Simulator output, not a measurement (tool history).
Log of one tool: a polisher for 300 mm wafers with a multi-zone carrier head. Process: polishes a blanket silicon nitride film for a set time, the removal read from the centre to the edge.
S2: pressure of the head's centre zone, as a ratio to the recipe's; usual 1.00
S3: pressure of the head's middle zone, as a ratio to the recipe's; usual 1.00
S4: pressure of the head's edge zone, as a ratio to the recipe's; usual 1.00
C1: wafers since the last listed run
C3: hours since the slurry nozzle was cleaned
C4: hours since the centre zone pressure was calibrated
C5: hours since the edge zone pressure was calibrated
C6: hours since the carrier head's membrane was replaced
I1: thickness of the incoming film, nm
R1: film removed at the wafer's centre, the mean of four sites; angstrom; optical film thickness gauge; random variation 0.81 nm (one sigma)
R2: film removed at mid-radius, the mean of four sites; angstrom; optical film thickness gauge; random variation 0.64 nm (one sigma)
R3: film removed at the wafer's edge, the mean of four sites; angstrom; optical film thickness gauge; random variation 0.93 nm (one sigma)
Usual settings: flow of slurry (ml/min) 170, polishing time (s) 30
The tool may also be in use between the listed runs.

{"run": 1, "hour": 0.0, "flow of slurry (ml/min)": 170, "S2": 1.0, "S3": 1.0, "S4": 1.0, "polishing time (s)": 30, "C1": 0, "wafers polished on this pad": 2769, "C3": 114.0, "C4": 284.8, "C5": 926.0, "C6": 591.4, "I1": 904.6, "R1": 646, "R2": 659, "R3": 642}
{"hour": 14.2, "done": "worn pad replaced by a new one"}
{"run": 2, "hour": 31.1, "flow of slurry (ml/min)": 170, "S2": 1.0, "S3": 1.0, "S4": 1.0, "polishing time (s)": 30, "C1": 462, "wafers polished on this pad": 288, "C3": 145.1, "C4": 315.9, "C5": 957.1, "C6": 622.5, "I1": 905.0, "R1": 684, "R2": 694, "R3": 694}
{"run": 3, "hour": 43.3, "flow of slurry (ml/min)": 170, "S2": 1.0, "S3": 1.0, "S4": 1.0, "polishing time (s)": 30, "C1": 208, "wafers polished on this pad": 496, "C3": 157.3, "C4": 328.1, "C5": 969.3, "C6": 634.7, "I1": 895.8, "R1": 670, "R2": 680, "R3": 676}
{"run": 4, "hour": 71.9, "flow of slurry (ml/min)": 200, "S2": 1.0, "S3": 1.0, "S4": 1.0, "polishing time (s)": 30, "C1": 487, "wafers polished on this pad": 984, "C3": 185.9, "C4": 356.7, "C5": 997.9, "C6": 663.3, "I1": 924.1, "R1": 667, "R2": 685, "R3": 678}
{"run": 5, "hour": 95.2, "flow of slurry (ml/min)": 170, "S2": 1.0, "S3": 1.0, "S4": 1.0, "polishing time (s)": 30, "C1": 397, "wafers polished on this pad": 1381, "C3": 209.2, "C4": 380.0, "C5": 1021.2, "C6": 686.6, "I1": 912.4, "R1": 615, "R2": 637, "R3": 632}
{"run": 6, "hour": 143.3, "flow of slurry (ml/min)": 170, "S2": 1.0, "S3": 0.93, "S4": 1.0, "polishing time (s)": 30, "C1": 820, "wafers polished on this pad": 2202, "C3": 257.3, "C4": 428.1, "C5": 1069.3, "C6": 734.7, "I1": 922.4, "R1": 604, "R2": 578, "R3": 628}
{"run": 7, "hour": 167.4, "flow of slurry (ml/min)": 170, "S2": 0.91, "S3": 1.0, "S4": 1.0, "polishing time (s)": 30, "C1": 411, "wafers polished on this pad": 2613, "C3": 281.4, "C4": 452.2, "C5": 1093.4, "C6": 758.8, "I1": 905.7, "R1": 537, "R2": 606, "R3": 629}
{"hour": 185.3, "done": "edge zone pressure recalibrated"}
{"hour": 186.5, "done": "worn pad replaced by a new one"}
{"run": 8, "hour": 194.5, "flow of slurry (ml/min)": 130, "S2": 1.0, "S3": 1.0, "S4": 0.94, "polishing time (s)": 30, "C1": 407, "wafers polished on this pad": 137, "C3": 308.5, "C4": 479.3, "C5": 9.2, "C6": 785.9, "I1": 906.4, "R1": 584, "R2": 614, "R3": 615}
{"run": 9, "hour": 211.7, "flow of slurry (ml/min)": 220, "S2": 1.0, "S3": 1.0, "S4": 1.1, "polishing time (s)": 30, "C1": 293, "wafers polished on this pad": 430, "C3": 325.7, "C4": 496.5, "C5": 26.4, "C6": 803.1, "I1": 912.5, "R1": 676, "R2": 678, "R3": 716}
{"hour": 225.5, "done": "centre zone pressure recalibrated"}
{"hour": 234.6, "done": "carrier head's membrane replaced by a new one"}
{"run": 10, "hour": 243.5, "flow of slurry (ml/min)": 155, "S2": 1.0, "S3": 1.0, "S4": 1.0, "polishing time (s)": 30, "C1": 423, "wafers polished on this pad": 853, "C3": 357.5, "C4": 18.0, "C5": 58.2, "C6": 8.9, "I1": 908.2, "R1": 557, "R2": 587, "R3": 609}
{"run": 11, "hour": 267.0, "flow of slurry (ml/min)": 125, "S2": 1.0, "S3": 0.91, "S4": 0.91, "polishing time (s)": 40, "C1": 400, "wafers polished on this pad": 1254, "C3": 381.0, "C4": 41.5, "C5": 81.7, "C6": 32.4, "I1": 918.6, "R1": 646, "R2": 642, "R3": 722}
{"run": 12, "hour": 286.6, "flow of slurry (ml/min)": 170, "S2": 0.96, "S3": 1.0, "S4": 1.0, "polishing time (s)": 25, "C1": 334, "wafers polished on this pad": 1588, "C3": 400.6, "C4": 61.1, "C5": 101.3, "C6": 52.0, "I1": 905.0, "R1": 445, "R2": 473, "R3": 497}
{"hour": 287.9, "done": "slurry nozzle cleaned"}
{"run": 13, "hour": 307.0, "flow of slurry (ml/min)": 120, "S2": 0.92, "S3": 1.0, "S4": 1.0, "polishing time (s)": 38, "C1": 330, "wafers polished on this pad": 1919, "C3": 19.1, "C4": 81.5, "C5": 121.7, "C6": 72.4, "I1": 914.5, "R1": 696, "R2": 776, "R3": 809}
{"run": 14, "hour": 329.2, "flow of slurry (ml/min)": 135, "S2": 1.0, "S3": 1.0, "S4": 0.9, "polishing time (s)": 30, "C1": 378, "wafers polished on this pad": 2298, "C3": 41.3, "C4": 103.7, "C5": 143.9, "C6": 94.6, "I1": 912.8, "R1": 608, "R2": 628, "R3": 597}
{"run": 15, "hour": 352.4, "flow of slurry (ml/min)": 170, "S2": 1.0, "S3": 1.0, "S4": 1.0, "polishing time (s)": 30, "C1": 395, "wafers polished on this pad": 2694, "C3": 64.5, "C4": 126.9, "C5": 167.1, "C6": 117.8, "I1": 914.5, "R1": 637, "R2": 658, "R3": 653}
{"hour": 361.8, "done": "worn pad replaced by a new one"}
{"run": 16, "hour": 374.1, "flow of slurry (ml/min)": 190, "S2": 1.0, "S3": 1.0, "S4": 1.0, "polishing time (s)": 30, "C1": 301, "wafers polished on this pad": 209, "C3": 86.2, "C4": 148.6, "C5": 188.8, "C6": 139.5, "I1": 912.8, "R1": 729, "R2": 721, "R3": 731}
{"run": 17, "hour": 387.3, "flow of slurry (ml/min)": 140, "S2": 0.95, "S3": 0.97, "S4": 1.0, "polishing time (s)": 37, "C1": 225, "wafers polished on this pad": 435, "C3": 99.4, "C4": 161.8, "C5": 202.0, "C6": 152.7, "I1": 908.0, "R1": 760, "R2": 790, "R3": 840}
{"run": 18, "hour": 414.1, "flow of slurry (ml/min)": 170, "S2": 0.95, "S3": 1.0, "S4": 1.1, "polishing time (s)": 34, "C1": 457, "wafers polished on this pad": 892, "C3": 126.2, "C4": 188.6, "C5": 228.8, "C6": 179.5, "I1": 928.7, "R1": 722, "R2": 758, "R3": 821}

Run 19 comes next. What will it give?
{"run": 19, "hour": 434.1, "flow of slurry (ml/min)": 170, "S2": 1.0, "S3": 1.0, "S4": 1.0, "polishing time (s)": 30, "C1": 341, "wafers polished on this pad": 1233, "C3": 146.2, "C4": 208.6, "C5": 248.8, "C6": 199.5, "I1": 902.8, "R1": "?", "R2": "?", "R3": "?"}

{"run 19": {"R1": 647, "R2": 660, "R3": 650}}
Without the tool's hidden state the same run would have given R1 759 angstrom, R2 770 angstrom, R3 749 angstrom.
